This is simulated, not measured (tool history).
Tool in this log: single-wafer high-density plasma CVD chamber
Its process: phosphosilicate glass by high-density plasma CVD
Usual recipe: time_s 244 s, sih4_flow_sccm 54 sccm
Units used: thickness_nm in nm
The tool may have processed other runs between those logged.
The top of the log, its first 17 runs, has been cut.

run,hour,time_s,sih4_flow_sccm,"read-back reference wafer on the same gauge, thickness_nm",thickness_nm
18,1457.6,263,46,1449.941,1201.092
19,1505.9,244,54,1449.842,1265.718
20,1560.8,257,54,1449.113,1340.515
21,1638.5,244,46,1449.463,1116.087
# hour 1685.1: gauge calibrated
22,1737.8,267,50,1449.667,1305.96
23,1844.1,286,44,1450.784,1254.533
24,1890.8,206,62,1450.156,1202.066
25,1998,204,54,1450.438,1065.644
26,2078,244,60,1450.521,1386.158
27,2122.7,200,44,1450.791,881.523
28,2217.3,286,48,1450.586,1354.591
29,2277,244,54,1449.725,1275.252
30,2323.2,244,54,1449.732,1270.581
31,2502.5,257,54,1448.941,1334.553

Consider 5 possible next runs. They are alternatives, not a sequence: every one starts from the tool as it was left by run 31. What does each give?
A,2503,244,54,?,?
B,2503,218,61,?,?
C,2503,225,63,?,?
D,2503,201,49,?,?
E,2503,263,49,?,?

run,"read-back reference wafer on the same gauge, thickness_nm",thickness_nm
A,1449.53,1277.091
B,1449.53,1263.53
C,1449.53,1340.232
D,1449.53,971.339
E,1449.53,1270.956
Without the tool's hidden state the same runs would have given:
run,thickness_nm
A,1269.409
B,1255.929
C,1332.17
D,965.496
E,1263.31
